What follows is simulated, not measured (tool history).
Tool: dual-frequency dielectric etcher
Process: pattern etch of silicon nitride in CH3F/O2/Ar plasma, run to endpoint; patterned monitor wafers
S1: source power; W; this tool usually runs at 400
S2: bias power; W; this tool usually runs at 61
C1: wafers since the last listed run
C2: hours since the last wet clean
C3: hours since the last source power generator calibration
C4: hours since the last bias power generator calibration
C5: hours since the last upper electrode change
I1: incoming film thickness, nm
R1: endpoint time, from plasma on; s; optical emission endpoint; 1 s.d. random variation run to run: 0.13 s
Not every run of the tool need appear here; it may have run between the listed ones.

run	day	S1	S2	C1	C2	C3	C4	C5	I1	R1
1	0	400	61	0	81.5	3637.5	3909	5216.4	29.21	43
2	0.983	400	61	317	105.1	3661.1	3932.6	5240	29.02	42.4
3	1.929	400	61	305	127.8	3683.8	3955.3	5262.7	29.01	42.6
4	2.525	400	61	192	142.1	3698.1	3969.6	5277	29.02	42.4
5	3.65	400	61	363	169.1	3725.1	3996.6	5304	29.11	42.5
6	4.629	400	61	316	192.6	3748.6	4020.1	5327.5	29.19	42.6
7	5.233	400	61	195	207.1	3763.1	4034.6	5342	29.43	42.9
8	5.738	400	54	162	219.2	3775.2	4046.7	5354.1	29.03	43.5
9	7.096	360	61	438	251.8	3807.8	4079.3	5386.7	29.37	44.4
10	8.071	360	61	314	275.2	3831.2	4102.7	5410.1	29.11	43.8
11	8.988	400	61	295	297.2	3853.2	4124.7	5432.1	29.04	41.9
12	9.746	400	61	244	315.4	3871.4	4142.9	5450.3	29.33	42.6
13	10.938	400	61	384	344	3900	4171.5	5478.9	29.44	42.3
14	12.179	400	61	400	373.8	3929.8	4201.3	5508.7	28.91	41.6
15	13.467	400	61	415	404.7	3960.7	4232.2	5539.6	29.05	41.7
16	14.771	400	61	420	436	3992	4263.5	5570.9	29.19	41.7
# day 16.229: upper electrode replaced
# day 16.858: wet clean of the chamber
# day 17: bias power generator calibrated
17	17.021	400	61	154	3.9	4046	0.5	19	29.27	43.3
18	17.262	430	49	78	9.7	4051.8	6.3	24.8	29.23	44.7
19	18.675	450	61	455	43.6	4085.7	40.2	58.7	29.28	41.6
20	19.246	400	61	184	57.3	4099.4	53.9	72.4	29.1	43.1
21	19.767	490	61	168	69.8	4111.9	66.4	84.9	29.3	40.3
22	20.704	460	66	302	92.3	4134.4	88.9	107.4	29.45	40.3
23	21.7	300	48	321	116.2	4158.3	112.8	131.3	29.49	50.9
24	22.317	400	46	199	131	4173.1	127.6	146.1	29.32	46.5
25	23.658	440	66	433	163.2	4205.3	159.8	178.3	29.43	40.8
26	24.267	310	68	196	177.8	4219.9	174.4	192.9	29.01	44.9
# day 24.721: source power generator calibrated
27	25.238	400	61	259	201.1	12.4	197.7	216.2	29.32	42.6
28	26.729	310	74	481	236.9	48.2	233.5	252	29.09	43.5
29	27.442	340	74	229	254	65.3	250.6	269.1	29.06	42.2
30	28.508	310	55	344	279.6	90.9	276.2	294.7	29.02	47.3
31	29.65	500	71	368	307	118.3	303.6	322.1	29.2	37.3
32	31.108	400	61	470	342	153.3	338.6	357.1	28.99	41.8
33	31.608	500	61	161	354	165.3	350.6	369.1	29.25	39.1
34	32.354	360	68	240	371.9	183.2	368.5	387	29.5	42.6
35	33.117	400	72	246	390.2	201.5	386.8	405.3	29.31	40.4
36	34.288	400	61	377	418.3	229.6	414.9	433.4	28.96	41.7

For each entry between runs, how does the tool's hidden state at the last listed run before it compare with that at the first listed run after it?
From run 16 to run 17: upper electrode replaced (day 16.229); wet clean of the chamber (day 16.858); bias power generator calibrated (day 17)
  etch rate over this chamber's usual, %: 3.48 -> -0.292
  measured less the result without the state, R1: -1.5 -> +0.1 s
From run 26 to run 27: source power generator calibrated (day 24.721)
  etch rate over this chamber's usual, %: 1.13 -> 1.33
  measured less the result without the state, R1: -0.5 -> -0.6 s
